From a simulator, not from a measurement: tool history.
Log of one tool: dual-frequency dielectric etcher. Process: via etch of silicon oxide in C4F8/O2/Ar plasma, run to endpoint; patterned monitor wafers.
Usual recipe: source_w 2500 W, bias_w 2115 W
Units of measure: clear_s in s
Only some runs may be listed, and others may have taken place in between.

run,day,source_w,bias_w,"incoming incoming film thickness, nm",clear_s
1,0.000,2500,2115,2167.3,404.9
2,2.779,2500,2115,2147.9,406.0
# day 5.292: wet clean of the chamber
3,6.208,2500,2115,2142.7,389.6
4,7.929,2500,2115,2162.4,391.3
5,12.342,2500,2115,2149.4,394.2
6,14.646,2260,2115,2167.1,417.1
7,18.242,2260,2115,2173.3,420.3
8,21.021,2260,2115,2168.5,424.0
9,23.329,2500,2115,2145.4,407.2
# day 24.625: wet clean of the chamber
# day 24.900: source power generator calibrated
10,25.312,2500,2115,2149.6,378.3
11,27.038,2500,2393,2158.5,370.4
12,34.558,2340,2406,2182.6,393.8
# day 38.712: bias power generator calibrated
13,38.938,2500,2115,2163.0,397.4
14,40.629,2500,2115,2152.5,402.2
15,43.075,2830,2115,2161.1,386.7
# day 46.167: wet clean of the chamber
# day 47.771: upper electrode replaced
16,47.792,2500,2115,2161.2,392.4
17,49.425,2320,2500,2149.5,379.7
18,54.217,2500,1769,2162.2,424.4
19,57.629,2110,2303,2176.2,415.2
20,61.596,3070,2115,2167.3,381.0

List, for all runs, the conditions of the tool that the log does not record:
source power that arrives over what is set, %: 0 across all the runs
bias power that arrives over what is set, %: 0 across all the runs
H1: etch rate over this chamber's usual, %
run,H1
1,-4.27
2,-4.99
3,-0.592
4,-1.04
5,-2.17
6,-2.77
7,-3.69
8,-4.41
9,-5
10,0.67
11,0.225
12,-1.71
13,-2.84
14,-3.27
15,-3.9
16,-1.38
17,-1.8
18,-3.03
19,-3.91
20,-4.93
